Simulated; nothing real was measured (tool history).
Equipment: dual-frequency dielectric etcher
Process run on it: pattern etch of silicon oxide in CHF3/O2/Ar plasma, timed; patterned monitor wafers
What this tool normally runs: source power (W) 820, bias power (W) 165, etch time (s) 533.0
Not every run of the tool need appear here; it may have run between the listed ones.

| run | hour | source power (W) | bias power (W) | etch time (s) | read-back reference wafer on the same gauge, depth_nm | mean etch depth across the wafer (angstrom) |
|---|---|---|---|---|---|---|
| 1 | 0.0 | 910 | 165 | 475.0 | 1491.0 | 11809 |
| 2 | 64.7 | 910 | 165 | 475.0 | 1488.2 | 11767 |
| 3 | 147.1 | 910 | 165 | 475.0 | 1490.0 | 11774 |
| 4 | 260.9 | 820 | 165 | 533.0 | 1489.0 | 12882 |
|  | 293.3 | source power generator calibrated |
| 5 | 344.4 | 820 | 165 | 533.0 | 1490.2 | 12887 |
| 6 | 382.2 | 820 | 165 | 533.0 | 1490.8 | 12817 |
| 7 | 429.1 | 820 | 136 | 533.0 | 1491.5 | 12064 |
| 8 | 507.5 | 820 | 136 | 533.0 | 1490.2 | 12033 |
| 9 | 611.5 | 820 | 136 | 533.0 | 1487.0 | 12067 |
|  | 690.1 | upper electrode replaced |
| 10 | 719.2 | 740 | 165 | 533.0 | 1491.7 | 12426 |
|  | 787.9 | wet clean of the chamber |
| 11 | 800.5 | 820 | 139 | 619.5 | 1490.6 | 14105 |
| 12 | 845.3 | 890 | 165 | 479.5 | 1490.9 | 11855 |
|  | 856.2 | bias power generator calibrated |
| 13 | 942.6 | 760 | 165 | 533.0 | 1489.7 | 12500 |
| 14 | 1141.2 | 820 | 134 | 533.0 | 1488.6 | 12016 |
| 15 | 1247.7 | 750 | 165 | 533.0 | 1490.6 | 12429 |
| 16 | 1347.8 | 820 | 165 | 533.0 | 1489.1 | 12736 |
| 17 | 1392.0 | 820 | 181 | 533.0 | 1489.2 | 13162 |
|  | 1487.7 | wet clean of the chamber |
| 18 | 1488.2 | 820 | 165 | 533.0 | 1489.5 | 12857 |
| 19 | 1559.0 | 940 | 135 | 471.5 | 1491.1 | 11092 |
| 20 | 1614.2 | 890 | 165 | 673.0 | 1490.9 | 16603 |
| 21 | 1718.7 | 820 | 165 | 533.0 | 1491.3 | 12799 |
| 22 | 1789.0 | 820 | 165 | 533.0 | 1488.9 | 12858 |
| 23 | 1879.2 | 820 | 165 | 480.5 | 1490.9 | 11568 |
| 24 | 1935.0 | 990 | 198 | 533.0 | 1488.8 | 14355 |
| 25 | 2017.1 | 820 | 165 | 397.0 | 1488.1 | 9523 |
| 26 | 2065.4 | 910 | 165 | 475.0 | 1487.4 | 11778 |
|  | 2135.6 | wet clean of the chamber |
| 27 | 2136.1 | 950 | 165 | 484.0 | 1489.7 | 12178 |
| 28 | 2178.2 | 890 | 176 | 418.5 | 1490.3 | 10515 |
|  | 2192.6 | gauge calibrated |
| 29 | 2231.8 | 820 | 165 | 533.0 | 1487.6 | 12802 |
| 30 | 2275.3 | 820 | 165 | 689.5 | 1492.3 | 16602 |

Branching from run 30: 3 alternative next runs. What would each branch give?
| A | 2275.9 | 820 | 165 | 590.0 | ? | ? |
| B | 2275.9 | 660 | 165 | 641.5 | ? | ? |
| C | 2275.9 | 630 | 165 | 533.0 | ? | ? |

| run | read-back reference wafer on the same gauge, depth_nm | mean etch depth across the wafer (angstrom) |
|---|---|---|
| A | 1488.6 | 14211 |
| B | 1488.6 | 14523 |
| C | 1488.6 | 11913 |
What these runs would have given with no unlogged condition in the tool:
| run | mean etch depth across the wafer (angstrom) |
|---|---|
| A | 14211 |
| B | 14523 |
| C | 11913 |
